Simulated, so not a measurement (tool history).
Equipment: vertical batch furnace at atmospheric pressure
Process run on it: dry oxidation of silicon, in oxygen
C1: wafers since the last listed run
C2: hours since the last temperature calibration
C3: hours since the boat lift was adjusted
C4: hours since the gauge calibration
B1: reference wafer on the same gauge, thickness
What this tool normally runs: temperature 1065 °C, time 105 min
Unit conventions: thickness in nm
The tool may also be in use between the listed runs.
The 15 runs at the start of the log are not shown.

run 16 hour=1157 | temperature=1065 time=105 | C1=864 C2=4085.2 C3=379 C4=1741.6 | B1=102.93 | thickness=132.95
run 17 hour=1234.2 | temperature=1051 time=105 | C1=808 C2=4162.4 C3=456.2 C4=1818.8 | B1=102.81 | thickness=119.85
run 18 hour=1279 | temperature=1050 time=133 | C1=468 C2=4207.2 C3=501 C4=1863.6 | B1=102.96 | thickness=137.71
run 19 hour=1385.9 | temperature=1065 time=105 | C1=1118 C2=4314.1 C3=607.9 C4=1970.5 | B1=103.12 | thickness=131.45
run 20 hour=1450.4 | temperature=1065 time=139 | C1=675 C2=4378.6 C3=672.4 C4=2035 | B1=103.23 | thickness=157.74
run 21 hour=1492.9 | temperature=1086 time=141 | C1=444 C2=4421.1 C3=714.9 C4=2077.5 | B1=102.81 | thickness=184.76
run 22 hour=1574.8 | temperature=1053 time=60.5 | C1=857 C2=4503 C3=796.8 C4=2159.4 | B1=103.13 | thickness=86.17
run 23 hour=1615.3 | temperature=1041 time=60 | C1=423 C2=4543.5 C3=837.3 C4=2199.9 | B1=102.91 | thickness=76.46
run 24 hour=1704.9 | temperature=1076 time=70 | C1=937 C2=4633.1 C3=926.9 C4=2289.5 | B1=102.84 | thickness=111.22
run 25 hour=1748.9 | temperature=1065 time=105 | C1=460 C2=4677.1 C3=970.9 C4=2333.5 | B1=103.18 | thickness=132.29
run 26 hour=1846.6 | temperature=1045 time=142.5 | C1=1022 C2=4774.8 C3=1068.6 C4=2431.2 | B1=102.99 | thickness=137.94
-- hour=1899.2 thermocouples replaced and temperature profile calibrated
run 27 hour=1944.3 | temperature=1087 time=149 | C1=771 C2=45.1 C3=1166.3 C4=2528.9 | B1=102.92 | thickness=183.79
-- hour=2068.2 gauge calibrated
run 28 hour=2151.4 | temperature=1065 time=105 | C1=2167 C2=252.2 C3=1373.4 C4=83.2 | B1=103.01 | thickness=127.7
run 29 hour=2199.9 | temperature=1065 time=105 | C1=507 C2=300.7 C3=1421.9 C4=131.7 | B1=102.93 | thickness=125.96
run 30 hour=2246.9 | temperature=1065 time=105 | C1=491 C2=347.7 C3=1468.9 C4=178.7 | B1=102.99 | thickness=126.12
run 31 hour=2335.5 | temperature=1042 time=154.5 | C1=927 C2=436.3 C3=1557.5 C4=267.3 | B1=103.1 | thickness=134.78
run 32 hour=2435.7 | temperature=1087 time=105 | C1=1048 C2=536.5 C3=1657.7 C4=367.5 | B1=103.19 | thickness=147.35
run 33 hour=2530.7 | temperature=1065 time=105 | C1=994 C2=631.5 C3=1752.7 C4=462.5 | B1=103 | thickness=125.02
run 34 hour=2585.8 | temperature=1065 time=73 | C1=576 C2=686.6 C3=1807.8 C4=517.6 | B1=102.88 | thickness=99.4
run 35 hour=2677.9 | temperature=1071 time=55.5 | C1=964 C2=778.7 C3=1899.9 C4=609.7 | B1=102.98 | thickness=87.26
-- hour=2774 boat lift adjusted
run 36 hour=2774.5 | temperature=1065 time=139 | C1=759 C2=875.3 C3=0.5 C4=706.3 | B1=102.88 | thickness=152.75
run 37 hour=2837.7 | temperature=1078 time=105 | C1=661 C2=938.5 C3=63.7 C4=769.5 | B1=103.05 | thickness=139.94
run 38 hour=2921 | temperature=1085 time=52.5 | C1=871 C2=1021.8 C3=147 C4=852.8 | B1=102.87 | thickness=97.01
run 39 hour=2965.3 | temperature=1065 time=59.5 | C1=463 C2=1066.1 C3=191.3 C4=897.1 | B1=103.29 | thickness=89.93

3 options for the next run, each taken on its own from the tool as it stands now. Forecast them:
run A hour=2970.5 | temperature=1065 time=105 | C1=54 C2=1071.3 C3=196.5 C4=902.3 | B1=? | thickness=?
run B hour=2970.5 | temperature=1065 time=80 | C1=54 C2=1071.3 C3=196.5 C4=902.3 | B1=? | thickness=?
run C hour=2970.5 | temperature=1076 time=87.5 | C1=54 C2=1071.3 C3=196.5 C4=902.3 | B1=? | thickness=?

run=A B1=103.01 thickness=128.48
run=B B1=103.01 thickness=108.28
run=C B1=103.01 thickness=124.28
Stripped of hidden state, with their random variation kept, the same runs would have yielded:
run=A thickness=128.03
run=B thickness=107.89
run=C thickness=123.85
